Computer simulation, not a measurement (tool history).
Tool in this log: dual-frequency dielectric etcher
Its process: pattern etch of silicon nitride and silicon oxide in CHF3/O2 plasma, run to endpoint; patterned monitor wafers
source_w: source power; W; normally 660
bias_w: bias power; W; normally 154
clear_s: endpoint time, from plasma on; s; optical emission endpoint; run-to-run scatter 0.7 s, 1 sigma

| run | hour | source_w | bias_w | incoming incoming film thickness, nm | clear_s |
|---|---|---|---|---|---|
| 1 | 0.0 | 660 | 154 | 213.3 | 136.9 |
| 2 | 98.0 | 660 | 154 | 212.2 | 136.4 |
| 3 | 188.4 | 660 | 154 | 212.9 | 138.0 |
| 4 | 287.7 | 660 | 154 | 212.1 | 139.6 |
| 5 | 486.1 | 660 | 154 | 213.8 | 139.6 |
| 6 | 544.4 | 660 | 154 | 213.4 | 141.6 |
|  | 613.8 | wet clean of the chamber |
| 7 | 614.3 | 660 | 154 | 211.9 | 143.9 |
| 8 | 717.2 | 660 | 154 | 217.5 | 146.1 |
| 9 | 813.0 | 660 | 182 | 215.1 | 138.5 |
| 10 | 898.6 | 660 | 141 | 214.1 | 151.8 |
|  | 961.2 | wet clean of the chamber, repeated, since the last time left the tool worse |
| 11 | 961.7 | 660 | 141 | 215.5 | 142.3 |
| 12 | 1029.5 | 660 | 141 | 212.9 | 140.5 |
| 13 | 1068.6 | 660 | 166 | 216.4 | 136.5 |
| 14 | 1105.0 | 660 | 166 | 214.3 | 134.8 |
| 15 | 1168.3 | 780 | 185 | 214.2 | 122.3 |
|  | 1172.9 | source power generator calibrated |
|  | 1249.8 | upper electrode replaced |
| 16 | 1250.3 | 660 | 154 | 215.4 | 139.0 |
| 17 | 1310.1 | 760 | 132 | 213.8 | 138.2 |
| 18 | 1348.7 | 590 | 137 | 214.4 | 151.2 |
| 19 | 1422.8 | 510 | 185 | 212.8 | 143.6 |
|  | 1517.9 | wet clean of the chamber |
| 20 | 1518.4 | 660 | 129 | 217.3 | 146.8 |
|  | 1603.7 | bias power generator calibrated |
| 21 | 1604.2 | 660 | 129 | 215.3 | 146.3 |
| 22 | 1674.3 | 660 | 129 | 214.1 | 145.2 |
| 23 | 1720.2 | 720 | 154 | 212.5 | 131.6 |
| 24 | 1815.9 | 660 | 192 | 213.8 | 126.6 |
| 25 | 1870.5 | 710 | 184 | 214.6 | 127.1 |
| 26 | 1989.1 | 510 | 166 | 211.8 | 147.3 |
| 27 | 2087.4 | 660 | 134 | 214.9 | 146.3 |
|  | 2114.8 | wet clean of the chamber |
| 28 | 2151.8 | 570 | 183 | 216.8 | 137.2 |

Each run again, without the hidden state but with its own random variation kept:
Hidden state present: etch rate over this chamber's usual, %; source power that arrives over what is set, %; bias power that arrives over what is set, %.
| run | clear_s |
|---|---|
| 1 | 135.9 |
| 2 | 134.8 |
| 3 | 135.9 |
| 4 | 136.8 |
| 5 | 135.6 |
| 6 | 137.2 |
| 7 | 136.1 |
| 8 | 137.6 |
| 9 | 129.9 |
| 10 | 141.7 |
| 11 | 142.1 |
| 12 | 139.9 |
| 13 | 135.7 |
| 14 | 133.7 |
| 15 | 121.0 |
| 16 | 137.0 |
| 17 | 135.9 |
| 18 | 148.4 |
| 19 | 140.5 |
| 20 | 146.9 |
| 21 | 145.9 |
| 22 | 144.3 |
| 23 | 130.5 |
| 24 | 125.1 |
| 25 | 125.2 |
| 26 | 144.3 |
| 27 | 142.7 |
| 28 | 136.8 |
